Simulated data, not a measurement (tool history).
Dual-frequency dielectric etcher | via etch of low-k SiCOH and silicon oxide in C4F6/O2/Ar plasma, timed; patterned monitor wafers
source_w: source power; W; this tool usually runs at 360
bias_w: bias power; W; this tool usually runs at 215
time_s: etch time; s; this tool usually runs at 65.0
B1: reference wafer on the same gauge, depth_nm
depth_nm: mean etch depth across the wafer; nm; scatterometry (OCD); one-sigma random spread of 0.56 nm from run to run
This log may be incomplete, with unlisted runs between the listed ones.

{"run": 1, "hour": 0.0, "source_w": 360, "bias_w": 215, "time_s": 65.0, "B1": 175.0, "depth_nm": 159.7}
{"run": 2, "hour": 10.6, "source_w": 360, "bias_w": 215, "time_s": 65.0, "B1": 175.0, "depth_nm": 160.8}
{"run": 3, "hour": 20.6, "source_w": 360, "bias_w": 215, "time_s": 65.0, "B1": 174.9, "depth_nm": 159.9}
{"run": 4, "hour": 37.2, "source_w": 360, "bias_w": 215, "time_s": 65.0, "B1": 175.0, "depth_nm": 159.0}
{"run": 5, "hour": 75.4, "source_w": 300, "bias_w": 203, "time_s": 65.0, "B1": 175.1, "depth_nm": 151.1}
{"hour": 97.6, "done": "gauge calibrated"}
{"hour": 100.9, "done": "upper electrode replaced, of another model than before"}
{"run": 6, "hour": 101.4, "source_w": 300, "bias_w": 203, "time_s": 65.0, "B1": 174.8, "depth_nm": 151.5}
{"run": 7, "hour": 101.8, "source_w": 360, "bias_w": 215, "time_s": 74.0, "B1": 174.9, "depth_nm": 181.0}
{"run": 8, "hour": 108.3, "source_w": 360, "bias_w": 215, "time_s": 74.0, "B1": 174.9, "depth_nm": 179.9}
{"hour": 112.3, "done": "source power generator calibrated"}
{"hour": 147.3, "done": "wet clean of the chamber"}
{"run": 9, "hour": 147.8, "source_w": 360, "bias_w": 215, "time_s": 65.0, "B1": 174.9, "depth_nm": 164.7}
{"run": 10, "hour": 148.2, "source_w": 400, "bias_w": 170, "time_s": 76.0, "B1": 174.8, "depth_nm": 179.2}
{"run": 11, "hour": 151.3, "source_w": 360, "bias_w": 240, "time_s": 65.0, "B1": 174.9, "depth_nm": 171.0}
{"hour": 170.7, "done": "bias power generator calibrated"}
{"run": 12, "hour": 171.2, "source_w": 280, "bias_w": 192, "time_s": 84.5, "B1": 175.2, "depth_nm": 198.1}
{"run": 13, "hour": 175.5, "source_w": 360, "bias_w": 170, "time_s": 78.5, "B1": 175.0, "depth_nm": 180.9}
{"run": 14, "hour": 186.9, "source_w": 360, "bias_w": 215, "time_s": 73.5, "B1": 174.9, "depth_nm": 185.0}
{"run": 15, "hour": 193.3, "source_w": 360, "bias_w": 215, "time_s": 65.0, "B1": 175.0, "depth_nm": 164.2}
{"run": 16, "hour": 204.8, "source_w": 360, "bias_w": 185, "time_s": 65.0, "B1": 175.1, "depth_nm": 154.2}
{"run": 17, "hour": 219.6, "source_w": 400, "bias_w": 170, "time_s": 76.0, "B1": 175.2, "depth_nm": 177.9}

Each row is a separate what-if for the run after 17, all from the same tool condition, not one after another. Results?
{"run": "A", "hour": 220.0, "source_w": 360, "bias_w": 215, "time_s": 65.0, "B1": "?", "depth_nm": "?"}
{"run": "B", "hour": 220.0, "source_w": 360, "bias_w": 215, "time_s": 56.0, "B1": "?", "depth_nm": "?"}
{"run": "C", "hour": 220.0, "source_w": 420, "bias_w": 177, "time_s": 81.0, "B1": "?", "depth_nm": "?"}

run=A B1=174.8 depth_nm=163.5
run=B B1=174.8 depth_nm=140.9
run=C B1=174.8 depth_nm=193.9
Stripped of hidden state, with their random variation kept, the same runs would have yielded:
run=A depth_nm=164.5
run=B depth_nm=141.7
run=C depth_nm=195.1
